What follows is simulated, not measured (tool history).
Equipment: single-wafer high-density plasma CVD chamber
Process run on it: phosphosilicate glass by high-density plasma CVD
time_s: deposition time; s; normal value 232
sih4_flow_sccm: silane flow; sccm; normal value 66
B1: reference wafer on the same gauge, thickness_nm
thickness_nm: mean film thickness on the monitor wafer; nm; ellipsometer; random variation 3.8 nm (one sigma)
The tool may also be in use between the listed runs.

run 1 hour=0.0 | time_s=232 sih4_flow_sccm=66 | B1=1251.746 | thickness_nm=1366.004
run 2 hour=51.3 | time_s=232 sih4_flow_sccm=66 | B1=1248.807 | thickness_nm=1369.738
run 3 hour=155.7 | time_s=232 sih4_flow_sccm=66 | B1=1250.954 | thickness_nm=1371.249
run 4 hour=253.0 | time_s=232 sih4_flow_sccm=66 | B1=1249.216 | thickness_nm=1362.330
run 5 hour=335.9 | time_s=232 sih4_flow_sccm=66 | B1=1251.092 | thickness_nm=1363.006
run 6 hour=400.8 | time_s=232 sih4_flow_sccm=66 | B1=1249.343 | thickness_nm=1359.144
run 7 hour=458.8 | time_s=232 sih4_flow_sccm=66 | B1=1249.996 | thickness_nm=1366.666
run 8 hour=563.0 | time_s=232 sih4_flow_sccm=56 | B1=1249.548 | thickness_nm=1212.662
run 9 hour=631.7 | time_s=232 sih4_flow_sccm=56 | B1=1249.769 | thickness_nm=1210.324
-- hour=694.9 silane flow controller replaced
run 10 hour=712.0 | time_s=232 sih4_flow_sccm=56 | B1=1249.599 | thickness_nm=1258.368
run 11 hour=807.0 | time_s=269 sih4_flow_sccm=55 | B1=1250.325 | thickness_nm=1443.892
run 12 hour=885.8 | time_s=214 sih4_flow_sccm=76 | B1=1250.835 | thickness_nm=1454.345
run 13 hour=989.5 | time_s=188 sih4_flow_sccm=57 | B1=1250.169 | thickness_nm=1029.070
-- hour=1030.2 gauge calibrated
run 14 hour=1050.6 | time_s=205 sih4_flow_sccm=62 | B1=1249.994 | thickness_nm=1192.605
run 15 hour=1100.8 | time_s=232 sih4_flow_sccm=56 | B1=1250.674 | thickness_nm=1257.339
run 16 hour=1155.7 | time_s=214 sih4_flow_sccm=76 | B1=1250.282 | thickness_nm=1447.817
run 17 hour=1222.3 | time_s=232 sih4_flow_sccm=66 | B1=1249.764 | thickness_nm=1410.105
run 18 hour=1315.3 | time_s=207 sih4_flow_sccm=56 | B1=1248.850 | thickness_nm=1112.545
run 19 hour=1408.2 | time_s=251 sih4_flow_sccm=53 | B1=1250.264 | thickness_nm=1303.377
run 20 hour=1445.2 | time_s=266 sih4_flow_sccm=76 | B1=1251.113 | thickness_nm=1796.496

Alternative continuations, all from the tool just after run 20; predict every row:
run A hour=1445.7 | time_s=232 sih4_flow_sccm=66 | B1=? | thickness_nm=?
run B hour=1445.7 | time_s=205 sih4_flow_sccm=59 | B1=? | thickness_nm=?
run C hour=1445.7 | time_s=207 sih4_flow_sccm=78 | B1=? | thickness_nm=?
run D hour=1445.7 | time_s=198 sih4_flow_sccm=76 | B1=? | thickness_nm=?

run=A B1=1249.666 thickness_nm=1407.636
run=B B1=1249.666 thickness_nm=1146.771
run=C B1=1249.666 thickness_nm=1423.938
run=D B1=1249.666 thickness_nm=1335.247
With no hidden state in the tool, these same runs would have given:
run=A thickness_nm=1420.830
run=B thickness_nm=1157.520
run=C thickness_nm=1437.284
run=D thickness_nm=1347.762
